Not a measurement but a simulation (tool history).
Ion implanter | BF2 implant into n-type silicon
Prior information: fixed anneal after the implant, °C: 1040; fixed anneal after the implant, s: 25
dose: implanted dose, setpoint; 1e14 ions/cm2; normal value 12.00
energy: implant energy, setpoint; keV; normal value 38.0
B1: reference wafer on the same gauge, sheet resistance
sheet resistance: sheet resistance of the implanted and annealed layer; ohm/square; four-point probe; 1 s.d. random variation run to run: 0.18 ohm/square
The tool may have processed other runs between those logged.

{"run": 1, "hour": 0.0, "dose": 12.0, "energy": 29.0, "B1": 129.99, "sheet resistance": 128.18}
{"run": 2, "hour": 23.1, "dose": 12.0, "energy": 38.0, "B1": 130.06, "sheet resistance": 119.88}
{"run": 3, "hour": 53.6, "dose": 12.0, "energy": 38.0, "B1": 129.98, "sheet resistance": 120.15}
{"run": 4, "hour": 72.5, "dose": 12.0, "energy": 38.0, "B1": 130.12, "sheet resistance": 119.89}
{"run": 5, "hour": 95.8, "dose": 12.0, "energy": 38.0, "B1": 130.01, "sheet resistance": 119.91}
{"run": 6, "hour": 121.4, "dose": 9.54, "energy": 38.0, "B1": 130.03, "sheet resistance": 141.31}
{"run": 7, "hour": 140.6, "dose": 9.54, "energy": 38.0, "B1": 129.98, "sheet resistance": 141.38}
{"hour": 150.2, "done": "extraction supply calibrated"}
{"run": 8, "hour": 164.3, "dose": 8.85, "energy": 33.0, "B1": 129.99, "sheet resistance": 153.51}
{"run": 9, "hour": 185.1, "dose": 14.38, "energy": 34.5, "B1": 130.06, "sheet resistance": 112.08}
{"hour": 203.0, "done": "gauge calibrated"}
{"run": 10, "hour": 209.0, "dose": 12.0, "energy": 38.0, "B1": 129.98, "sheet resistance": 120.72}
{"run": 11, "hour": 227.2, "dose": 12.0, "energy": 38.0, "B1": 130.0, "sheet resistance": 120.56}
{"run": 12, "hour": 261.4, "dose": 8.84, "energy": 47.5, "B1": 129.94, "sheet resistance": 147.01}
{"hour": 270.8, "done": "Faraday cup replaced and dose calibrated"}
{"run": 13, "hour": 358.6, "dose": 11.0, "energy": 33.5, "B1": 130.06, "sheet resistance": 128.41}
{"run": 14, "hour": 377.2, "dose": 8.5, "energy": 42.5, "B1": 129.94, "sheet resistance": 150.04}
{"run": 15, "hour": 406.6, "dose": 12.0, "energy": 38.0, "B1": 129.93, "sheet resistance": 118.3}

Forecast each of these 3 alternatives for the next run:
{"run": "A", "hour": 407.0, "dose": 12.0, "energy": 38.0, "B1": "?", "sheet resistance": "?"}
{"run": "B", "hour": 407.0, "dose": 14.48, "energy": 43.0, "B1": "?", "sheet resistance": "?"}
{"run": "C", "hour": 407.0, "dose": 9.87, "energy": 32.5, "B1": "?", "sheet resistance": "?"}

run=A B1=129.99 sheet_resistance=118.53
run=B B1=129.99 sheet_resistance=103.91
run=C B1=129.99 sheet_resistance=139.64
The same runs, with their run-to-run variation unchanged, on a tool lacking any hidden condition would have given:
run=A sheet_resistance=118.25
run=B sheet_resistance=103.71
run=C sheet_resistance=139.24
